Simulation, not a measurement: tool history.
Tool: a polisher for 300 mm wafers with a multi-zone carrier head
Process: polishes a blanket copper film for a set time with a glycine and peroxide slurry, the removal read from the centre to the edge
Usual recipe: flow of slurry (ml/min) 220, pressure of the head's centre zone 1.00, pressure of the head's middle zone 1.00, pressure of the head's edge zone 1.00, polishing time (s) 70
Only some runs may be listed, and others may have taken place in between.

run   hour  flow of slurry (ml/min)  pressure of the head's centre zone  pressure of the head's middle zone  pressure of the head's edge zone  polishing time (s)  incoming thickness of the incoming film, nm  film removed at the wafer's centre (angstrom)  film removed at mid-radius (angstrom)  film removed at the wafer's edge (angstrom)
  1    0.0                      220                                1.00                                1.00                              1.00                  83                                       2057.8                                           5151                                   5346                                         5383
  2    6.6                      280                                1.00                                1.00                              1.00                  49                                       2090.8                                           3112                                   3156                                         3220
  3   16.3                      220                                1.05                                0.91                              1.00                  70                                       2112.9                                           4524                                   4128                                         4522
  4   25.9                      220                                1.00                                1.00                              1.00                  70                                       2111.6                                           4260                                   4333                                         4577
  5   36.5                      220                                1.00                                1.00                              1.00                  77                                       2081.5                                           4671                                   4808                                         4922
      48.5  -- worn pad replaced by a new one
  6   49.0                      220                                1.00                                1.00                              1.00                  70                                       2082.5                                           4688                                   4665                                         4918
  7   60.0                      220                                1.00                                1.00                              0.93                  70                                       2083.1                                           4642                                   4613                                         4676
  8   71.9                      155                                1.00                                1.00                              0.92                  70                                       2095.1                                           4433                                   4588                                         4544
  9   79.0                      160                                1.00                                1.00                              0.96                  92                                       2049.6                                           5789                                   6080                                         5993
 10  130.0                      250                                1.08                                1.00                              1.00                  70                                       2065.9                                           4804                                   4563                                         4707
 11  139.9                      255                                1.00                                1.00                              1.05                  70                                       2060.0                                           4417                                   4618                                         4789
     144.2  -- edge zone pressure recalibrated
 12  150.5                      220                                1.11                                1.00                              1.00                  87                                       2091.9                                           6059                                   5724                                         5707
 13  167.6                      220                                1.00                                1.00                              1.00                  77                                       2111.2                                           4722                                   4847                                         5094
     177.5  -- worn pad replaced by a new one
 14  181.9                      265                                1.00                                1.11                              1.00                  55                                       2111.0                                           3600                                   4083                                         3784
 15  189.4                      270                                1.07                                1.00                              1.06                  92                                       2117.6                                           6460                                   6118                                         6551
 16  222.4                      220                                1.00                                1.00                              1.00                  70                                       2098.6                                           4431                                   4679                                         4672
 17  231.7                      220                                1.00                                1.00                              1.00                  70                                       2107.1                                           4386                                   4595                                         4717
 18  240.3                      220                                1.00                                1.09                              0.90                  81                                       2120.9                                           5125                                   5569                                         5103
 19  254.7                      245                                1.00                                1.00                              0.94                  70                                       2123.0                                           4376                                   4559                                         4589
 20  269.2                      220                                0.90                                0.93                              1.00                  70                                       2099.8                                           3852                                   4170                                         4626
 21  287.4                      220                                0.90                                1.00                              1.00                  64                                       2083.8                                           3506                                   4019                                         4164
 22  298.2                      200                                1.00                                1.00                              0.94                  70                                       2075.2                                           4213                                   4344                                         4318

4 ways to go on from here, each from the tool as it stands after run 22. What would each give?
  A  298.6                      220                                1.00                                1.00                              1.00                  70                                       2076.6                                              ?                                      ?                                            ?
  B  298.6                      220                                0.90                                1.00                              1.00                  55                                       2076.6                                              ?                                      ?                                            ?
  C  298.6                      285                                1.00                                1.00                              1.04                  70                                       2076.6                                              ?                                      ?                                            ?
  D  298.6                      250                                1.00                                1.00                              1.00                  70                                       2076.6                                              ?                                      ?                                            ?

run  film removed at the wafer's centre (angstrom)  film removed at mid-radius (angstrom)  film removed at the wafer's edge (angstrom)
  A                                           4236                                   4391                                         4575
  B                                           2992                                   3452                                         3594
  C                                           4330                                   4479                                         4733
  D                                           4283                                   4435                                         4609
What these runs would have given with no unlogged condition in the tool:
run  film removed at the wafer's centre (angstrom)  film removed at mid-radius (angstrom)  film removed at the wafer's edge (angstrom)
  A                                           4723                                   4721                                         4920
  B                                           3337                                   3712                                         3866
  C                                           4827                                   4816                                         5090
  D                                           4775                                   4769                                         4957
